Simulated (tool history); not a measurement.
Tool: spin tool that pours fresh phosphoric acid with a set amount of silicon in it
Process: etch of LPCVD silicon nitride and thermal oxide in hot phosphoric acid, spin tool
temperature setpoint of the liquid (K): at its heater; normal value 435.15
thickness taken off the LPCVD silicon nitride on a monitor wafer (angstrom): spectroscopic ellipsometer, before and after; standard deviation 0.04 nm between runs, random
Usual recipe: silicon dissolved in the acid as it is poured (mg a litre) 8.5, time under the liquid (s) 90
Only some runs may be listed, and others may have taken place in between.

run,hour,temperature setpoint of the liquid (K),silicon dissolved in the acid as it is poured (mg a litre),time under the liquid (s),wafers since the last listed run,hours since the thermometer was replaced,hours since the dissolved silicon flow meter was replaced,hours since the heated supply line was repaired,hours since the gauge calibration,"read-back film thickness of the LPCVD silicon nitride reference wafer, read on the same gauge (nm)",thickness taken off the LPCVD silicon nitride on a monitor wafer (angstrom)
1,0.0,435.15,8.5,90,0,1866.0,1039.2,1561.8,387.7,152.00,90.6
2,32.5,437.15,8.5,90,255,1898.5,1071.7,1594.3,420.2,152.32,96.1
3,65.9,437.15,8.5,90,262,1931.9,1105.1,1627.7,453.6,152.61,96.6
4,95.2,437.15,8.5,90,230,1961.2,1134.4,1657.0,482.9,152.91,96.8
5,129.0,435.15,4.5,90,265,1995.0,1168.2,1690.8,516.7,153.23,91.0
6,157.4,435.15,4.5,90,223,2023.4,1196.6,1719.2,545.1,153.59,91.1
# hour 176.8: thermometer replaced
7,188.5,435.15,4.5,90,236,11.7,1227.7,1750.3,576.2,153.93,90.9
8,208.8,435.15,10.0,90,159,32.0,1248.0,1770.6,596.5,154.16,90.8
# hour 225.3: gauge calibrated
9,234.8,435.15,10.0,90,204,58.0,1274.0,1796.6,9.5,150.72,90.3
10,263.4,435.15,10.0,90,224,86.6,1302.6,1825.2,38.1,150.73,89.4
11,289.4,432.15,15.0,115,204,112.6,1328.6,1851.2,64.1,150.79,102.4
# hour 307.9: dissolved silicon flow meter replaced
# hour 309.3: heated supply line repaired
12,314.5,437.15,4.5,90,181,137.7,6.6,5.2,89.2,150.81,95.2
13,350.1,435.15,2.0,90,279,173.3,42.2,40.8,124.8,150.89,89.8
14,385.3,436.65,8.5,90,276,208.5,77.4,76.0,160.0,151.00,94.8
15,400.9,435.15,8.5,90,122,224.1,93.0,91.6,175.6,151.08,89.8
16,416.9,435.15,2.5,120,125,240.1,109.0,107.6,191.6,151.14,120.2
17,445.9,435.15,15.0,90,227,269.1,138.0,136.6,220.6,151.22,89.8
18,477.7,437.15,6.5,90,249,300.9,169.8,168.4,252.4,151.43,95.4
19,492.2,432.15,15.0,145,113,315.4,184.3,182.9,266.9,151.48,130.8
20,505.6,435.15,8.5,90,105,328.8,197.7,196.3,280.3,151.57,89.1

Below are 5 alternative next runs, each starting from the tool's condition after run 20. Predict each:
A,506.0,433.15,8.5,90,3,329.2,198.1,196.7,280.7,?,?
B,506.0,432.15,8.5,140,3,329.2,198.1,196.7,280.7,?,?
C,506.0,437.65,3.0,35,3,329.2,198.1,196.7,280.7,?,?
D,506.0,435.15,14.5,90,3,329.2,198.1,196.7,280.7,?,?
E,506.0,435.15,8.5,70,3,329.2,198.1,196.7,280.7,?,?

run,"read-back film thickness of the LPCVD silicon nitride reference wafer, read on the same gauge (nm)",thickness taken off the LPCVD silicon nitride on a monitor wafer (angstrom)
A,151.59,83.9
B,151.59,126.2
C,151.59,37.9
D,151.59,89.7
E,151.59,69.8
The same runs, with their run-to-run variation unchanged, on a tool lacking any hidden condition would have given:
run,thickness taken off the LPCVD silicon nitride on a monitor wafer (angstrom)
A,83.0
B,124.9
C,37.5
D,88.8
E,69.1
